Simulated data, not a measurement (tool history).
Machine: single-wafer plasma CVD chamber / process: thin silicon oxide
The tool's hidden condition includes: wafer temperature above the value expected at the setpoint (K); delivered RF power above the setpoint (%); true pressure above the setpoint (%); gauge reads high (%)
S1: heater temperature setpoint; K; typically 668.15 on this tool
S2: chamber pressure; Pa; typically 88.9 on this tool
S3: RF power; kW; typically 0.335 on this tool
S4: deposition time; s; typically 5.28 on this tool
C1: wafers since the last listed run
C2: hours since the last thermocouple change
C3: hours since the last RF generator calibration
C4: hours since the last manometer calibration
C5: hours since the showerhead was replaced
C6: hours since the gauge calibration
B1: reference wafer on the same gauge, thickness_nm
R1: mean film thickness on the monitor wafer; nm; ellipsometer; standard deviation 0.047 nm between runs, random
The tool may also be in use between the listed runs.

run	hour	S1	S2	S3	S4	C1	C2	C3	C4	C5	C6	B1	R1
1	0	668.15	88.9	0.335	5.28	0	591.9	1484.1	304.7	2628.9	924.3	9.532	8.5
2	58.4	668.15	88.9	0.335	5.28	945	650.3	1542.5	363.1	2687.3	982.7	9.533	8.517
3	150.1	668.15	88.9	0.335	5.28	1483	742	1634.2	454.8	2779	1074.4	9.568	8.504
4	188.5	668.15	88.9	0.335	5.28	621	780.4	1672.6	493.2	2817.4	1112.8	9.572	8.527
5	244.4	668.15	88.9	0.335	5.28	904	836.3	1728.5	549.1	2873.3	1168.7	9.561	8.648
6	512.1	668.15	88.9	0.335	5.28	4332	1104	1996.2	816.8	3141	1436.4	9.563	8.666
7	590.7	668.15	88.9	0.335	5.28	1271	1182.6	2074.8	895.4	3219.6	1515	9.588	8.599
8	635.9	668.15	88.9	0.335	5.28	731	1227.8	2120	940.6	3264.8	1560.2	9.587	8.512
9	707.9	668.15	88.9	0.335	5.28	1165	1299.8	2192	1012.6	3336.8	1632.2	9.557	8.632
# hour 743.9: RF generator calibrated
10	765.5	668.15	88.9	0.335	5.28	802	1357.4	21.6	1070.2	3394.4	1689.8	9.556	8.5
# hour 824.9: capacitance manometer re-zeroed and calibrated
11	845.7	668.15	88.9	0.335	5.28	1168	1437.6	101.8	20.8	3474.6	1770	9.594	8.528
12	948.4	668.15	111.1	0.335	5.28	1661	1540.3	204.5	123.5	3577.3	1872.7	9.585	10.493
13	989.9	678.15	105.3	0.39	6.3	671	1581.8	246	165	3618.8	1914.2	9.615	12.702
# hour 1008.1: showerhead replaced
14	1094	668.15	88.9	0.335	5.28	1555	1685.9	350.1	269.1	85.9	2018.3	9.585	8.521
# hour 1114.4: gauge calibrated
15	1198.4	675.15	88.9	0.335	4.26	1689	1790.3	454.5	373.5	190.3	84	9.36	6.809
# hour 1217.7: thermocouple changed; heater temperature recalibrated
16	1264	678.15	88.9	0.335	5.28	932	46.3	520.1	439.1	255.9	149.6	9.379	8.388
17	1307.4	677.15	88.9	0.295	5.28	702	89.7	563.5	482.5	299.3	193	9.418	7.946
18	1381.4	668.15	95.2	0.335	4.63	1197	163.7	637.5	556.5	373.3	267	9.409	7.848
19	1427.2	668.15	88.9	0.335	5.28	741	209.5	683.3	602.3	419.1	312.8	9.428	8.429
20	1530.1	664.15	107.7	0.335	5.28	1665	312.4	786.2	705.2	522	415.7	9.459	10.202
21	1636.6	675.15	88.9	0.335	5.28	1723	418.9	892.7	811.7	628.5	522.2	9.482	8.441

Each row is a separate what-if for the run after 21, all from the same tool condition, not one after another. Results?
A	1637	668.15	88.9	0.335	5.28	6	419.3	893.1	812.1	628.9	522.6	?	?
B	1637	674.15	88.9	0.28	5.28	6	419.3	893.1	812.1	628.9	522.6	?	?
C	1637	678.15	88.9	0.375	5.28	6	419.3	893.1	812.1	628.9	522.6	?	?

run	B1	R1
A	9.462	8.5
B	9.462	7.876
C	9.462	8.81
With no hidden state in the tool, these same runs would have given:
run	R1
A	8.415
B	7.797
C	8.723

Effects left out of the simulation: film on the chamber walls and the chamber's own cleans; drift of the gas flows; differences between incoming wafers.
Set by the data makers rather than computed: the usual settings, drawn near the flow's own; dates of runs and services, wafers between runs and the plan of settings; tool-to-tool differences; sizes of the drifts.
